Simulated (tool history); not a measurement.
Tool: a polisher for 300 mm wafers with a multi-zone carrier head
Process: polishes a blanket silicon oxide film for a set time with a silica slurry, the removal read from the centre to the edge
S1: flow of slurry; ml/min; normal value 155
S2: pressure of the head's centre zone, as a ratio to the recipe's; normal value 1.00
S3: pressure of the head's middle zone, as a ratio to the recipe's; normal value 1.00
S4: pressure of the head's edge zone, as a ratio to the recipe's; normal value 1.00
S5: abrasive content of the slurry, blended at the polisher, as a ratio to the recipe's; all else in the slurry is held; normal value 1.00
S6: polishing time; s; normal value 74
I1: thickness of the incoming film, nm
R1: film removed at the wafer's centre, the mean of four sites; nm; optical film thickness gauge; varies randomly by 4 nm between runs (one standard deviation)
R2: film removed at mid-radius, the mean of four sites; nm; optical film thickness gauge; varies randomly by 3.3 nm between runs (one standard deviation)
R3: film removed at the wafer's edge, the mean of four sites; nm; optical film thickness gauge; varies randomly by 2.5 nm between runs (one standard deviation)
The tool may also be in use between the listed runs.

Run 1, day 0.000: usual settings but S1 200 ml/min, S5 0.75; I1 1237.8. Result: R1 324.0 nm, R2 326.0 nm, R3 310.0 nm.
Run 2, day 0.625: usual settings but S2 0.92, S4 1.12; I1 1251.8. Result: R1 336.8 nm, R2 372.5 nm, R3 376.2 nm.
Run 3, day 1.000: usual settings but S2 0.95, S4 0.93; I1 1237.6. Result: R1 344.4 nm, R2 371.9 nm, R3 351.1 nm.
Run 4, day 1.371: usual settings but S1 125 ml/min, S2 1.11, S5 0.85; I1 1230.7. Result: R1 328.5 nm, R2 317.6 nm, R3 307.8 nm.
Run 5, day 1.842: usual settings but S3 0.95, S4 1.09, S5 1.30, S6 93 s; I1 1248.0. Result: R1 505.6 nm, R2 517.9 nm, R3 523.0 nm.
Run 6, day 2.588: usual settings but S5 0.85; I1 1223.5. Result: R1 312.0 nm, R2 329.3 nm, R3 324.4 nm.
At day 2.904: worn pad replaced by a new one.
Run 7, day 3.046: usual settings but S6 57 s; I1 1230.0. Result: R1 293.0 nm, R2 307.7 nm, R3 297.4 nm.
Run 8, day 3.675: usual settings; I1 1244.9. Result: R1 379.6 nm, R2 389.9 nm, R3 372.0 nm.
Run 9, day 3.933: usual settings but S2 1.09; I1 1248.2. Result: R1 398.0 nm, R2 382.6 nm, R3 374.6 nm.
At day 6.042: centre zone pressure recalibrated.
Run 10, day 6.062: usual settings; I1 1245.2. Result: R1 357.4 nm, R2 369.5 nm, R3 356.6 nm.
Run 11, day 6.767: usual settings but S4 0.92; I1 1241.0. Result: R1 353.4 nm, R2 363.3 nm, R3 346.1 nm.
Run 12, day 7.050: usual settings but S1 170 ml/min, S2 0.95; I1 1236.1. Result: R1 341.5 nm, R2 371.4 nm, R3 363.7 nm.
Run 13, day 7.504: usual settings; I1 1236.9. Result: R1 349.8 nm, R2 364.8 nm, R3 352.2 nm.
Run 14, day 7.862: usual settings; I1 1243.7. Result: R1 350.3 nm, R2 360.4 nm, R3 354.1 nm.
At day 8.104: worn pad replaced by a new one.
Run 15, day 8.354: usual settings; I1 1236.7. Result: R1 366.7 nm, R2 385.9 nm, R3 381.0 nm.
Run 16, day 8.704: usual settings but S5 1.20; I1 1239.3. Result: R1 405.7 nm, R2 420.3 nm, R3 413.6 nm.
Run 17, day 9.092: usual settings but S2 0.88, S6 60 s; I1 1242.7. Result: R1 268.9 nm, R2 309.2 nm, R3 300.4 nm.
Run 18, day 9.679: usual settings but S2 0.93, S3 0.90, S4 1.07; I1 1251.6. Result: R1 347.9 nm, R2 354.0 nm, R3 371.2 nm.
Run 19, day 10.129: usual settings but S4 1.11; I1 1246.8. Result: R1 358.0 nm, R2 368.4 nm, R3 374.8 nm.
Run 20, day 11.421: usual settings but S1 130 ml/min, S5 1.15, S6 58 s; I1 1237.6. Result: R1 279.8 nm, R2 292.7 nm, R3 286.2 nm.
Run 21, day 12.079: usual settings but S3 1.08; I1 1238.5. Result: R1 346.0 nm, R2 372.6 nm, R3 351.7 nm.
Run 22, day 12.354: usual settings but S2 0.96; I1 1244.4. Result: R1 337.4 nm, R2 355.7 nm, R3 354.2 nm.

4 options for the next run, each taken on its own from the tool as it stands now. Forecast them:
Run A, day 12.371: usual settings; I1 1242.6. Result: R1 ?, R2 ?, R3 ?.
Run B, day 12.371: usual settings but S1 125 ml/min, S2 0.90, S4 0.93; I1 1242.6. Result: R1 ?, R2 ?, R3 ?.
Run C, day 12.371: usual settings but S3 1.03, S6 81 s; I1 1242.6. Result: R1 ?, R2 ?, R3 ?.
Run D, day 12.371: usual settings but S5 0.75, S6 92 s; I1 1242.6. Result: R1 ?, R2 ?, R3 ?.

run     R1     R2     R3
  A  347.2  354.3  350.4
  B  299.2  333.3  327.7
  C  380.1  393.1  383.5
  D  357.6  364.8  360.8
Without the tool's unlogged condition, the same runs would have read:
run     R1     R2     R3
  A  400.9  406.5  396.6
  B  350.5  387.0  373.6
  C  438.9  451.0  434.0
  D  412.9  418.6  408.4

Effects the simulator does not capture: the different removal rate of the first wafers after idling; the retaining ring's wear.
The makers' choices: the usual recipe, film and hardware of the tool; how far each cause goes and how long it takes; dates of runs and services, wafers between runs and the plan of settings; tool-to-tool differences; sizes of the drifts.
